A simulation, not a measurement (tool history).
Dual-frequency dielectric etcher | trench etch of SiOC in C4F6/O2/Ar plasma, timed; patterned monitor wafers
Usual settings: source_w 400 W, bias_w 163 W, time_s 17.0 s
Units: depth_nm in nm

run	day	source_w	bias_w	time_s	read-back reference wafer on the same gauge, depth_nm	depth_nm
1	0.000	400	163	17.0	28.82	33.85
# day 4.612: wet clean of the chamber
# day 10.054: source power generator calibrated
2	12.879	400	163	17.0	28.82	33.54
3	14.475	400	178	17.0	28.77	34.90
4	17.067	400	178	17.0	28.81	34.83
# day 20.104: upper electrode replaced
5	24.154	400	178	17.0	28.83	34.64
6	26.583	400	163	17.0	28.87	33.81
7	29.771	400	184	17.0	28.81	35.69
8	33.504	480	163	17.0	28.78	35.44
# day 34.538: bias power generator calibrated
9	35.667	330	163	13.0	28.82	25.15
# day 39.067: wet clean of the chamber
10	44.475	480	141	21.5	28.79	41.09
11	46.533	400	163	17.0	28.83	33.21
12	50.162	400	185	13.0	28.81	26.57
13	54.029	310	174	14.5	28.79	27.67
14	56.446	490	163	12.5	28.78	25.88
# day 57.942: gauge calibrated
15	59.712	320	163	14.5	28.78	27.52
16	62.875	350	139	15.5	28.74	28.17
17	66.346	400	163	15.5	28.83	30.88
18	68.962	340	193	15.5	28.75	31.67
# day 74.238: wet clean of the chamber
19	75.075	460	134	20.5	28.79	38.61
20	76.712	400	163	20.0	28.85	39.04
21	81.167	400	163	17.0	28.79	33.12
22	84.729	400	163	17.0	28.81	33.30
23	94.600	400	163	17.0	28.84	33.39
24	97.546	310	127	14.0	28.78	23.87
25	100.529	400	163	17.0	28.78	34.41

Forecast run 26:
26	104.188	310	143	17.0	?	?

Run 26 gave read-back reference wafer on the same gauge, depth_nm 28.76, depth_nm 30.97 nm.
Without the tool's hidden state the same run would have given depth_nm 29.96 nm.
